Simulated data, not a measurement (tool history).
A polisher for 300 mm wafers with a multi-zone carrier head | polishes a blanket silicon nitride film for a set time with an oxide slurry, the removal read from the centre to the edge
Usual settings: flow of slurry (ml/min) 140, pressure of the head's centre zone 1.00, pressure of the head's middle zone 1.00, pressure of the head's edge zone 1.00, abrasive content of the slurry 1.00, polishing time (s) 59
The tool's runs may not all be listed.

| run | hour | flow of slurry (ml/min) | pressure of the head's centre zone | pressure of the head's middle zone | pressure of the head's edge zone | abrasive content of the slurry | polishing time (s) | wafers since the last listed run | wafers polished on this pad | hours since the slurry nozzle was cleaned | hours since the centre zone pressure was calibrated | hours since the edge zone pressure was calibrated | hours since the carrier head's membrane was replaced | incoming thickness of the incoming film, nm | film removed at the wafer's centre (angstrom) | film removed at mid-radius (angstrom) | film removed at the wafer's edge (angstrom) |
|---|---|---|---|---|---|---|---|---|---|---|---|---|---|---|---|---|---|
| 1 | 0.0 | 140 | 0.92 | 0.93 | 1.00 | 1.00 | 59 | 0 | 5868 | 462.2 | 1003.2 | 208.1 | 1596.9 | 343.3 | 325 | 340 | 384 |
|  | 16.3 | centre zone pressure recalibrated |
| 2 | 49.4 | 140 | 0.95 | 0.96 | 1.00 | 0.80 | 59 | 799 | 6668 | 511.6 | 33.1 | 257.5 | 1646.3 | 348.5 | 287 | 299 | 320 |
| 3 | 93.8 | 140 | 1.00 | 0.92 | 1.00 | 1.00 | 50 | 749 | 7417 | 556.0 | 77.5 | 301.9 | 1690.7 | 351.4 | 296 | 274 | 316 |
|  | 101.0 | slurry nozzle cleaned, repeated, since the last time left the tool worse |
|  | 133.2 | carrier head's membrane replaced by a new one |
| 4 | 153.3 | 140 | 0.89 | 1.00 | 0.92 | 0.85 | 77 | 902 | 8320 | 52.3 | 137.0 | 361.4 | 20.1 | 350.7 | 465 | 504 | 487 |
|  | 172.5 | worn pad replaced by a new one |
| 5 | 205.3 | 165 | 1.00 | 1.08 | 1.00 | 1.00 | 49 | 810 | 552 | 104.3 | 189.0 | 413.4 | 72.1 | 346.3 | 379 | 390 | 355 |
| 6 | 372.2 | 100 | 1.00 | 1.00 | 1.00 | 1.00 | 59 | 2816 | 3369 | 271.2 | 355.9 | 580.3 | 239.0 | 349.3 | 391 | 392 | 387 |
| 7 | 415.2 | 140 | 1.04 | 1.00 | 1.00 | 1.00 | 47 | 725 | 4095 | 314.2 | 398.9 | 623.3 | 282.0 | 345.9 | 354 | 335 | 338 |
| 8 | 459.9 | 140 | 0.93 | 1.00 | 1.00 | 1.20 | 59 | 754 | 4849 | 358.9 | 443.6 | 668.0 | 326.7 | 344.8 | 434 | 462 | 460 |
|  | 465.9 | edge zone pressure recalibrated |
| 9 | 496.3 | 140 | 1.00 | 1.00 | 1.00 | 1.00 | 59 | 580 | 5430 | 395.3 | 480.0 | 30.4 | 363.1 | 350.8 | 427 | 425 | 420 |
| 10 | 545.9 | 155 | 0.90 | 1.09 | 1.00 | 1.00 | 59 | 837 | 6267 | 444.9 | 529.6 | 80.0 | 412.7 | 348.6 | 389 | 465 | 420 |
| 11 | 575.9 | 140 | 1.00 | 1.10 | 1.00 | 1.00 | 59 | 506 | 6773 | 474.9 | 559.6 | 110.0 | 442.7 | 350.6 | 422 | 455 | 421 |
| 12 | 637.9 | 140 | 1.00 | 1.00 | 1.00 | 1.00 | 59 | 1046 | 7819 | 536.9 | 621.6 | 172.0 | 504.7 | 343.6 | 418 | 419 | 412 |
|  | 652.8 | worn pad replaced by a new one |
|  | 664.1 | slurry nozzle cleaned |
| 13 | 706.4 | 90 | 1.00 | 1.00 | 1.00 | 0.70 | 43 | 1071 | 887 | 42.3 | 690.1 | 240.5 | 573.2 | 348.0 | 224 | 221 | 231 |
| 14 | 733.3 | 140 | 1.00 | 1.00 | 0.92 | 0.90 | 59 | 453 | 1341 | 69.2 | 717.0 | 267.4 | 600.1 | 354.2 | 412 | 405 | 376 |
| 15 | 804.2 | 140 | 1.00 | 1.00 | 1.00 | 1.00 | 59 | 1196 | 2537 | 140.1 | 787.9 | 338.3 | 671.0 | 356.3 | 434 | 432 | 418 |
| 16 | 842.9 | 140 | 1.07 | 1.00 | 1.00 | 0.80 | 59 | 653 | 3190 | 178.8 | 826.6 | 377.0 | 709.7 | 347.3 | 408 | 370 | 369 |
| 17 | 887.9 | 190 | 0.97 | 0.97 | 1.00 | 1.00 | 38 | 759 | 3950 | 223.8 | 871.6 | 422.0 | 754.7 | 344.9 | 288 | 282 | 289 |
| 18 | 951.2 | 180 | 1.00 | 1.00 | 1.00 | 1.00 | 41 | 1068 | 5018 | 287.1 | 934.9 | 485.3 | 818.0 | 353.2 | 317 | 311 | 305 |
| 19 | 1008.9 | 180 | 0.97 | 1.08 | 1.00 | 1.00 | 59 | 973 | 5992 | 344.8 | 992.6 | 543.0 | 875.7 | 347.8 | 443 | 475 | 442 |
|  | 1095.8 | centre zone pressure recalibrated |
| 20 | 1096.3 | 140 | 1.12 | 1.08 | 1.12 | 1.00 | 45 | 1441 | 7433 | 432.2 | 0.5 | 630.4 | 963.1 | 354.9 | 364 | 341 | 334 |
| 21 | 1127.7 | 140 | 0.95 | 0.92 | 1.00 | 1.20 | 59 | 529 | 7963 | 463.6 | 31.9 | 661.8 | 994.5 | 348.7 | 441 | 430 | 463 |

4 ways to go on from here, each from the tool as it stands after run 21. What would each give?
| A | 1128.1 | 140 | 1.00 | 1.00 | 1.00 | 1.00 | 59 | 6 | 7970 | 464.0 | 32.3 | 662.2 | 994.9 | 349.2 | ? | ? | ? |
| B | 1128.1 | 140 | 1.00 | 0.94 | 1.08 | 1.10 | 59 | 6 | 7970 | 464.0 | 32.3 | 662.2 | 994.9 | 349.2 | ? | ? | ? |
| C | 1128.1 | 155 | 0.95 | 1.00 | 1.07 | 0.80 | 59 | 6 | 7970 | 464.0 | 32.3 | 662.2 | 994.9 | 349.2 | ? | ? | ? |
| D | 1128.1 | 155 | 1.00 | 1.00 | 1.04 | 1.00 | 59 | 6 | 7970 | 464.0 | 32.3 | 662.2 | 994.9 | 349.2 | ? | ? | ? |

| run | film removed at the wafer's centre (angstrom) | film removed at mid-radius (angstrom) | film removed at the wafer's edge (angstrom) |
|---|---|---|---|
| A | 425 | 421 | 417 |
| B | 448 | 421 | 454 |
| C | 361 | 375 | 379 |
| D | 437 | 431 | 431 |
Without the tool's hidden state the same runs would have given:
| run | film removed at the wafer's centre (angstrom) | film removed at mid-radius (angstrom) | film removed at the wafer's edge (angstrom) |
|---|---|---|---|
| A | 445 | 439 | 429 |
| B | 469 | 438 | 467 |
| C | 376 | 389 | 390 |
| D | 456 | 447 | 442 |

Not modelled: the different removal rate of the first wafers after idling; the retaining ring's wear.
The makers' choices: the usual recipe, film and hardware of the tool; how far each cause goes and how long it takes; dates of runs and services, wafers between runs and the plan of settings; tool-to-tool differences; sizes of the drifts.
